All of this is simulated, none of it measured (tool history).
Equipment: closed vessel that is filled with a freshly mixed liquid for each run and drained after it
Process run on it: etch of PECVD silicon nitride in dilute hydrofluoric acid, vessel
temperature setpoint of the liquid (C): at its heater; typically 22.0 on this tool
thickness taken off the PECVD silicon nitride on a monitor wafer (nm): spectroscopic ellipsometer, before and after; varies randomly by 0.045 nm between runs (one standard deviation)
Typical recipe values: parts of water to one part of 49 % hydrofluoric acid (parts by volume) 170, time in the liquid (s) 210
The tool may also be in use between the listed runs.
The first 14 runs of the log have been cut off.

run   hour  temperature setpoint of the liquid (C)  parts of water to one part of 49 % hydrofluoric acid (parts by volume)  time in the liquid (s)  read-back film thickness of the PECVD silicon nitride reference wafer, read on the same gauge (nm)  thickness taken off the PECVD silicon nitride on a monitor wafer (nm)
 15  454.2                                    23.5                                                                     105                     325                                                                                              80.002                                                                 12.152
     500.8  -- gauge calibrated
 16  510.6                                    22.0                                                                     215                     210                                                                                              80.005                                                                  3.512
 17  529.9                                    22.0                                                                     170                     210                                                                                              80.004                                                                  4.414
 18  543.0                                    22.0                                                                     215                     210                                                                                              80.004                                                                  3.523
 19  573.3                                    25.5                                                                     195                     240                                                                                              80.007                                                                  5.554
     582.1  -- thermometer replaced
 20  593.9                                    22.0                                                                     170                     210                                                                                              80.002                                                                  4.888
 21  629.0                                    17.0                                                                     140                     160                                                                                              80.010                                                                  3.236
     645.0  -- hydrofluoric acid flow meter replaced
 22  664.6                                    22.0                                                                     215                     100                                                                                              79.989                                                                  1.870
 23  688.6                                    20.0                                                                     170                     210                                                                                              80.012                                                                  4.415

What will run 24 give?
 24  722.4                                    20.5                                                                     140                     210                                                                                                   ?                                                                      ?

read-back film thickness of the PECVD silicon nitride reference wafer, read on the same gauge (nm): 80.009
thickness taken off the PECVD silicon nitride on a monitor wafer (nm): 5.384
Had the tool carried no hidden state, the very same run would have given thickness taken off the PECVD silicon nitride on a monitor wafer (nm) 5.533.
